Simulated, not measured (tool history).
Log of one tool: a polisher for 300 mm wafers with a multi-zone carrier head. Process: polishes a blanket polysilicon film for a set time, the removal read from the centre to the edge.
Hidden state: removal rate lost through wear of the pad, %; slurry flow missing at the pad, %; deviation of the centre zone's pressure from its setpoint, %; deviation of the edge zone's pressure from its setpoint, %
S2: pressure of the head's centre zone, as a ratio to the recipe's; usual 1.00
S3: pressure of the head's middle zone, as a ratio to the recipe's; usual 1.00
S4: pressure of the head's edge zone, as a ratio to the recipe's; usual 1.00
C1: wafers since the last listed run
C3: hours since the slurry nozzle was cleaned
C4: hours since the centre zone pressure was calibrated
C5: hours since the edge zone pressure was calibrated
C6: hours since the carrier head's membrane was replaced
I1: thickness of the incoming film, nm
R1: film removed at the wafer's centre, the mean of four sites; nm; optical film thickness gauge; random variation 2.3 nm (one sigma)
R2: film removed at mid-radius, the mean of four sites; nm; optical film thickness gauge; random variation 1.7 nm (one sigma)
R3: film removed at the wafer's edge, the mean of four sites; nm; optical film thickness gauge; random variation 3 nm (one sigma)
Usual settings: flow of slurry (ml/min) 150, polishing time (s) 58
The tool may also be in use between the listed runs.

{"run": 1, "day": 0.0, "flow of slurry (ml/min)": 150, "S2": 1.0, "S3": 1.0, "S4": 1.0, "polishing time (s)": 58, "C1": 0, "wafers polished on this pad": 149, "C3": 377.2, "C4": 594.3, "C5": 356.2, "C6": 925.6, "I1": 2037.5, "R1": 241.9, "R2": 261.2, "R3": 256.2}
{"run": 2, "day": 0.671, "flow of slurry (ml/min)": 150, "S2": 1.0, "S3": 1.0, "S4": 1.0, "polishing time (s)": 58, "C1": 203, "wafers polished on this pad": 352, "C3": 393.3, "C4": 610.4, "C5": 372.3, "C6": 941.7, "I1": 2075.6, "R1": 243.2, "R2": 258.8, "R3": 254.4}
{"run": 3, "day": 1.05, "flow of slurry (ml/min)": 150, "S2": 1.0, "S3": 1.0, "S4": 1.0, "polishing time (s)": 58, "C1": 114, "wafers polished on this pad": 467, "C3": 402.4, "C4": 619.5, "C5": 381.4, "C6": 950.8, "I1": 2038.7, "R1": 240.5, "R2": 260.8, "R3": 259.8}
{"day": 1.525, "done": "edge zone pressure recalibrated"}
{"run": 4, "day": 1.733, "flow of slurry (ml/min)": 150, "S2": 1.0, "S3": 1.0, "S4": 0.93, "polishing time (s)": 58, "C1": 181, "wafers polished on this pad": 649, "C3": 418.8, "C4": 635.9, "C5": 5.0, "C6": 967.2, "I1": 2030.9, "R1": 241.6, "R2": 259.0, "R3": 247.2}
{"run": 5, "day": 2.054, "flow of slurry (ml/min)": 150, "S2": 1.0, "S3": 1.0, "S4": 0.93, "polishing time (s)": 58, "C1": 97, "wafers polished on this pad": 746, "C3": 426.5, "C4": 643.6, "C5": 12.7, "C6": 974.9, "I1": 2040.2, "R1": 237.3, "R2": 263.0, "R3": 242.3}
{"run": 6, "day": 2.779, "flow of slurry (ml/min)": 150, "S2": 1.06, "S3": 1.0, "S4": 1.0, "polishing time (s)": 58, "C1": 219, "wafers polished on this pad": 966, "C3": 443.9, "C4": 661.0, "C5": 30.1, "C6": 992.3, "I1": 2062.9, "R1": 252.6, "R2": 260.2, "R3": 252.4}
{"day": 3.45, "done": "worn pad replaced by a new one"}
{"run": 7, "day": 3.471, "flow of slurry (ml/min)": 135, "S2": 1.1, "S3": 0.93, "S4": 0.94, "polishing time (s)": 58, "C1": 159, "wafers polished on this pad": 6, "C3": 460.5, "C4": 677.6, "C5": 46.7, "C6": 1008.9, "I1": 2066.6, "R1": 252.8, "R2": 242.5, "R3": 240.4}
{"run": 8, "day": 4.079, "flow of slurry (ml/min)": 135, "S2": 1.1, "S3": 0.93, "S4": 0.94, "polishing time (s)": 58, "C1": 184, "wafers polished on this pad": 191, "C3": 475.1, "C4": 692.2, "C5": 61.3, "C6": 1023.5, "I1": 2065.6, "R1": 255.7, "R2": 244.9, "R3": 241.4}
{"day": 4.388, "done": "centre zone pressure recalibrated"}
{"run": 9, "day": 4.425, "flow of slurry (ml/min)": 150, "S2": 1.0, "S3": 1.0, "S4": 1.0, "polishing time (s)": 58, "C1": 79, "wafers polished on this pad": 270, "C3": 483.4, "C4": 0.9, "C5": 69.6, "C6": 1031.8, "I1": 2022.1, "R1": 264.6, "R2": 260.4, "R3": 252.7}
{"run": 10, "day": 4.858, "flow of slurry (ml/min)": 150, "S2": 1.0, "S3": 1.0, "S4": 1.0, "polishing time (s)": 58, "C1": 131, "wafers polished on this pad": 402, "C3": 493.8, "C4": 11.3, "C5": 80.0, "C6": 1042.2, "I1": 2088.6, "R1": 262.4, "R2": 258.3, "R3": 257.4}
{"run": 11, "day": 5.442, "flow of slurry (ml/min)": 105, "S2": 0.89, "S3": 1.0, "S4": 1.0, "polishing time (s)": 58, "C1": 176, "wafers polished on this pad": 578, "C3": 507.8, "C4": 25.3, "C5": 94.0, "C6": 1056.2, "I1": 2051.7, "R1": 219.1, "R2": 244.3, "R3": 243.5}
{"day": 5.85, "done": "slurry nozzle cleaned"}
{"day": 5.933, "done": "carrier head's membrane replaced by a new one"}
{"run": 12, "day": 6.071, "flow of slurry (ml/min)": 190, "S2": 1.0, "S3": 0.95, "S4": 1.07, "polishing time (s)": 58, "C1": 151, "wafers polished on this pad": 730, "C3": 5.3, "C4": 40.4, "C5": 109.1, "C6": 3.3, "I1": 2072.5, "R1": 277.4, "R2": 258.6, "R3": 267.3}
{"run": 13, "day": 6.817, "flow of slurry (ml/min)": 150, "S2": 1.11, "S3": 1.1, "S4": 1.0, "polishing time (s)": 58, "C1": 226, "wafers polished on this pad": 956, "C3": 23.2, "C4": 58.3, "C5": 127.0, "C6": 21.2, "I1": 2082.7, "R1": 295.5, "R2": 277.4, "R3": 253.6}
{"run": 14, "day": 7.279, "flow of slurry (ml/min)": 150, "S2": 1.1, "S3": 1.0, "S4": 1.0, "polishing time (s)": 75, "C1": 140, "wafers polished on this pad": 1096, "C3": 34.3, "C4": 69.4, "C5": 138.1, "C6": 32.3, "I1": 2092.7, "R1": 371.0, "R2": 340.5, "R3": 333.6}
{"day": 7.75, "done": "worn pad replaced by a new one"}
{"run": 15, "day": 7.771, "flow of slurry (ml/min)": 195, "S2": 0.96, "S3": 0.97, "S4": 0.9, "polishing time (s)": 58, "C1": 98, "wafers polished on this pad": 6, "C3": 46.1, "C4": 81.2, "C5": 149.9, "C6": 44.1, "I1": 2044.6, "R1": 258.8, "R2": 264.1, "R3": 246.2}
{"run": 16, "day": 8.183, "flow of slurry (ml/min)": 150, "S2": 1.0, "S3": 1.0, "S4": 1.0, "polishing time (s)": 58, "C1": 124, "wafers polished on this pad": 131, "C3": 56.0, "C4": 91.1, "C5": 159.8, "C6": 54.0, "I1": 2062.8, "R1": 262.2, "R2": 259.5, "R3": 255.8}
{"run": 17, "day": 8.554, "flow of slurry (ml/min)": 150, "S2": 1.0, "S3": 1.0, "S4": 1.0, "polishing time (s)": 58, "C1": 112, "wafers polished on this pad": 244, "C3": 64.9, "C4": 100.0, "C5": 168.7, "C6": 62.9, "I1": 2032.6, "R1": 264.6, "R2": 259.3, "R3": 254.5}
{"run": 18, "day": 9.1, "flow of slurry (ml/min)": 110, "S2": 1.0, "S3": 0.96, "S4": 1.0, "polishing time (s)": 63, "C1": 165, "wafers polished on this pad": 409, "C3": 78.0, "C4": 113.1, "C5": 181.8, "C6": 76.0, "I1": 2063.7, "R1": 269.1, "R2": 263.1, "R3": 268.3}
{"run": 19, "day": 9.804, "flow of slurry (ml/min)": 130, "S2": 0.89, "S3": 0.96, "S4": 1.0, "polishing time (s)": 58, "C1": 213, "wafers polished on this pad": 623, "C3": 94.9, "C4": 130.0, "C5": 198.7, "C6": 92.9, "I1": 2073.1, "R1": 228.6, "R2": 246.5, "R3": 245.7}
{"run": 20, "day": 10.183, "flow of slurry (ml/min)": 180, "S2": 1.0, "S3": 1.0, "S4": 0.88, "polishing time (s)": 58, "C1": 114, "wafers polished on this pad": 737, "C3": 104.0, "C4": 139.1, "C5": 207.8, "C6": 102.0, "I1": 2052.8, "R1": 272.3, "R2": 266.9, "R3": 244.8}
{"run": 21, "day": 10.717, "flow of slurry (ml/min)": 150, "S2": 1.0, "S3": 1.0, "S4": 1.09, "polishing time (s)": 58, "C1": 161, "wafers polished on this pad": 899, "C3": 116.8, "C4": 151.9, "C5": 220.6, "C6": 114.8, "I1": 2046.2, "R1": 263.9, "R2": 257.8, "R3": 262.7}
{"run": 22, "day": 11.321, "flow of slurry (ml/min)": 150, "S2": 1.0, "S3": 1.0, "S4": 1.0, "polishing time (s)": 58, "C1": 183, "wafers polished on this pad": 1082, "C3": 131.3, "C4": 166.4, "C5": 235.1, "C6": 129.3, "I1": 2016.5, "R1": 265.8, "R2": 259.0, "R3": 249.1}
{"day": 12.033, "done": "worn pad replaced by a new one"}
{"run": 23, "day": 12.054, "flow of slurry (ml/min)": 150, "S2": 1.0, "S3": 0.95, "S4": 1.0, "polishing time (s)": 42, "C1": 171, "wafers polished on this pad": 6, "C3": 148.9, "C4": 184.0, "C5": 252.7, "C6": 146.9, "I1": 2057.5, "R1": 189.0, "R2": 182.1, "R3": 184.0}

Forecast each of these 3 alternatives for the next run:
{"run": "A", "day": 12.071, "flow of slurry (ml/min)": 150, "S2": 1.0, "S3": 1.0, "S4": 1.0, "polishing time (s)": 58, "C1": 5, "wafers polished on this pad": 11, "C3": 149.3, "C4": 184.4, "C5": 253.1, "C6": 147.3, "I1": 2032.2, "R1": "?", "R2": "?", "R3": "?"}
{"run": "B", "day": 12.071, "flow of slurry (ml/min)": 195, "S2": 1.0, "S3": 1.04, "S4": 0.95, "polishing time (s)": 66, "C1": 5, "wafers polished on this pad": 11, "C3": 149.3, "C4": 184.4, "C5": 253.1, "C6": 147.3, "I1": 2032.2, "R1": "?", "R2": "?", "R3": "?"}
{"run": "C", "day": 12.071, "flow of slurry (ml/min)": 100, "S2": 1.04, "S3": 1.0, "S4": 1.0, "polishing time (s)": 58, "C1": 5, "wafers polished on this pad": 11, "C3": 149.3, "C4": 184.4, "C5": 253.1, "C6": 147.3, "I1": 2032.2, "R1": "?", "R2": "?", "R3": "?"}

run=A R1=261.3 R2=255.5 R3=260.2
run=B R1=310.5 R2=310.0 R3=297.1
run=C R1=250.0 R2=237.4 R3=247.1
Without the tool's hidden state the same runs would have given:
run=A R1=262.3 R2=255.5 R3=260.2
run=B R1=311.7 R2=310.0 R3=297.1
run=C R1=250.9 R2=237.4 R3=247.1

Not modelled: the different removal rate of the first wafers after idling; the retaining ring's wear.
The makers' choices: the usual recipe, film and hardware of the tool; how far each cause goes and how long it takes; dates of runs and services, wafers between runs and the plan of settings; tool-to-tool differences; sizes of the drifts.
